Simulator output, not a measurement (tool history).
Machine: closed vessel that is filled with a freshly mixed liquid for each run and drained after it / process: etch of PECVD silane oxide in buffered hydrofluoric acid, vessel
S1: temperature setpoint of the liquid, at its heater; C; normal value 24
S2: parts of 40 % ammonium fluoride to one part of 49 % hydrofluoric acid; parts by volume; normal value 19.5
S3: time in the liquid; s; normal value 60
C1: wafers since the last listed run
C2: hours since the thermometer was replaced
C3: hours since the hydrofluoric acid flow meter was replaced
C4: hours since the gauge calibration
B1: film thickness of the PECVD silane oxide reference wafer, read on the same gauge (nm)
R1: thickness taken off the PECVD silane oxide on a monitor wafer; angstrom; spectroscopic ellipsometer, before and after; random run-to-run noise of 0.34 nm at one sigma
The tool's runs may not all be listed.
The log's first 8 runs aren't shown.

run	hour	S1	S2	S3	C1	C2	C3	C4	B1	R1
# hour 715.2: hydrofluoric acid flow meter replaced
9	783.5	24	19.5	60	4656	547.3	68.3	1951.1	59.97	565.6
10	862	24	19.5	60	5177	625.8	146.8	2029.6	60.02	564.2
11	921.7	24	19.5	60	3937	685.5	206.5	2089.3	60.04	563.1
12	994	24	19.5	45	4768	757.8	278.8	2161.6	59.95	416.3
13	1046.8	24	19.5	60	3482	810.6	331.6	2214.4	60	558.9
14	1123.8	24	22.5	80	5078	887.6	408.6	2291.4	60.01	667.9
15	1221.6	22	19.5	60	6450	985.4	506.4	2389.2	59.99	492.4
16	1322.8	19.5	26	35	6675	1086.6	607.6	2490.4	60.01	202.6
17	1414.3	24	21.5	70	6035	1178.1	699.1	2581.9	59.97	591.6
# hour 1477.8: hydrofluoric acid flow meter replaced
18	1481	21.5	19.5	40	4333	1244.8	3.2	2648.6	60.01	327.9
19	1584.1	29	19.5	30	6800	1347.9	106.3	2751.7	60	368.4
# hour 1585.6: gauge calibrated
20	1630.5	27.5	19.5	40	3060	1394.3	152.7	44.9	59.97	446.5
21	1681.8	19.5	26	35	3383	1445.6	204	96.2	60	207.8
22	1780	24	19.5	60	6477	1543.8	302.2	194.4	59.96	551.3
23	1846	24	25.5	80	4353	1609.8	368.2	260.4	60.06	614.5
24	1894.5	21.5	19.5	80	3198	1658.3	416.7	308.9	60	642.5
25	1962.1	22	19.5	75	4458	1725.9	484.3	376.5	60.02	617.6
# hour 1975.6: thermometer replaced
26	2055.1	22.5	19.5	60	6068	79.5	577.3	469.5	59.99	507.3
# hour 2082.9: hydrofluoric acid flow meter replaced
27	2328.8	24	19.5	60	17986	353.2	245.9	743.2	60.02	558.3
28	2367.4	28.5	14.5	90	2545	391.8	284.5	781.8	60.02	1417.3
29	2486.1	27	12	60	7829	510.5	403.2	900.5	60.02	1047.2
30	2582.4	27.5	19.5	60	6351	606.8	499.5	996.8	60	658.8
31	2647.1	24	19.5	60	4267	671.5	564.2	1061.5	60.03	553.6
32	2706.2	27.5	19.5	50	3898	730.6	623.3	1120.6	59.99	549.9
# hour 2768.5: hydrofluoric acid flow meter replaced
33	2790.9	21.5	21.5	30	5520	815.3	22.4	1205.3	60.02	227.1

Branching from run 33: 3 alternative next runs. What would each branch give?
A	2791.6	24	19.5	60	46	816	23.1	1206	?	?
B	2791.6	25.5	19.5	60	46	816	23.1	1206	?	?
C	2791.6	28.5	15	60	46	816	23.1	1206	?	?

run	B1	R1
A	59.96	563.5
B	59.96	611.5
C	59.96	929.7
Take away the tool's hidden state, keep each run's random variation, and the runs would have read:
run	R1
A	566.8
B	615.1
C	935.2

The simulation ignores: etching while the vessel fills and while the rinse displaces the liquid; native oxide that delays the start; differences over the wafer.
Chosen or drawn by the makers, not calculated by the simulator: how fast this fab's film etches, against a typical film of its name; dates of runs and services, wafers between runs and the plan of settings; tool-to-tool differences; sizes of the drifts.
